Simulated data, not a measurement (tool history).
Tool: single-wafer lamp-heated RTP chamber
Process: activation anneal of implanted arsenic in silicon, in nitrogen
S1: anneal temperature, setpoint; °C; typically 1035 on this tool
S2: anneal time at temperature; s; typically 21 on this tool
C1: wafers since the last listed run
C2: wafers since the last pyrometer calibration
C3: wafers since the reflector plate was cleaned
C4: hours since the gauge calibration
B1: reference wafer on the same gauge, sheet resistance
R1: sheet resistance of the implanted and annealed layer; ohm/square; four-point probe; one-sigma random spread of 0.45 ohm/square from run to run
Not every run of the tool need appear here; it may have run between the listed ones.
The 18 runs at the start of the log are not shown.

Run 19, hour 232.2: usual settings but S2 31 s; C1 93; C2 6157; C3 8413; C4 483.6; B1 126.08. Result: R1 109.64 ohm/square.
At hour 236.7: gauge calibrated.
Run 20, hour 249.7: usual settings; C1 142; C2 6300; C3 8556; C4 13; B1 125.93. Result: R1 114.07 ohm/square.
Run 21, hour 263.7: usual settings but S1 1044 °C; C1 113; C2 6414; C3 8670; C4 27; B1 126.08. Result: R1 113.04 ohm/square.
Run 22, hour 280.6: usual settings; C1 137; C2 6551; C3 8807; C4 43.9; B1 125.87. Result: R1 114.14 ohm/square.
Run 23, hour 298: usual settings; C1 141; C2 6693; C3 8949; C4 61.3; B1 125.98. Result: R1 114.52 ohm/square.
Run 24, hour 308.7: usual settings but S2 12 s; C1 87; C2 6780; C3 9036; C4 72; B1 125.93. Result: R1 119.58 ohm/square.
Run 25, hour 318.5: usual settings but S1 1009 °C, S2 12 s; C1 79; C2 6860; C3 9116; C4 81.8; B1 126.06. Result: R1 124.69 ohm/square.
Run 26, hour 326.3: usual settings; C1 63; C2 6923; C3 9179; C4 89.6; B1 125.99. Result: R1 113.99 ohm/square.
At hour 338.5: pyrometer window cleaned and pyrometer calibrated.
Run 27, hour 339: usual settings but S2 9 s; C1 38; C2 3; C3 9218; C4 102.3; B1 125.99. Result: R1 121.6 ohm/square.
At hour 350.7: reflector plate cleaned.
Run 28, hour 353.1: usual settings but S1 1027 °C, S2 29 s; C1 49; C2 53; C3 19; C4 116.4; B1 125.94. Result: R1 112.61 ohm/square.
Run 29, hour 363: usual settings but S2 31 s; C1 80; C2 133; C3 100; C4 126.3; B1 125.93. Result: R1 109.89 ohm/square.
Run 30, hour 375.4: usual settings but S1 1009 °C, S2 12 s; C1 100; C2 234; C3 201; C4 138.7; B1 125.97. Result: R1 124.98 ohm/square.
Run 31, hour 392.6: usual settings but S1 1024 °C, S2 13 s; C1 139; C2 374; C3 341; C4 155.9; B1 126. Result: R1 121.06 ohm/square.
Run 32, hour 410: usual settings but S1 1065 °C, S2 33 s; C1 141; C2 516; C3 483; C4 173.3; B1 126.01. Result: R1 103.35 ohm/square.
Run 33, hour 422.6: usual settings but S1 1047 °C, S2 26 s; C1 102; C2 619; C3 585; C4 185.9; B1 126.01. Result: R1 110.31 ohm/square.
Run 34, hour 430.2: usual settings but S1 1023 °C, S2 26 s; C1 61; C2 680; C3 647; C4 193.5; B1 126.09. Result: R1 115.71 ohm/square.
Run 35, hour 441.9: usual settings but S1 1065 °C, S2 24 s; C1 95; C2 776; C3 742; C4 205.2; B1 126.03. Result: R1 105.99 ohm/square.
Run 36, hour 451.7: usual settings but S1 1044 °C; C1 79; C2 855; C3 822; C4 215; B1 126.1. Result: R1 111.87 ohm/square.
Run 37, hour 468.5: usual settings but S2 26 s; C1 136; C2 992; C3 959; C4 231.8; B1 126. Result: R1 112.31 ohm/square.
Run 38, hour 481.2: usual settings but S1 1015 °C, S2 29 s; C1 103; C2 1096; C3 1062; C4 244.5; B1 126.1. Result: R1 115.43 ohm/square.

What if the next run were any one of these 3? Each begins from the tool's condition after run 38:
Run A, hour 481.6: usual settings but S1 1012 °C; C1 3; C2 1099; C3 1065; C4 244.9; B1 ?. Result: R1 ?.
Run B, hour 481.6: usual settings but S1 1049 °C, S2 26 s; C1 3; C2 1099; C3 1065; C4 244.9; B1 ?. Result: R1 ?.
Run C, hour 481.6: usual settings but S2 33 s; C1 3; C2 1099; C3 1065; C4 244.9; B1 ?. Result: R1 ?.

run      B1      R1
  A  126.06   119.8
  B  126.06  109.68
  C  126.06  110.42
The same runs, with their run-to-run variation unchanged, on a tool lacking any hidden condition would have given:
run      R1
  A   119.8
  B  109.68
  C  110.42
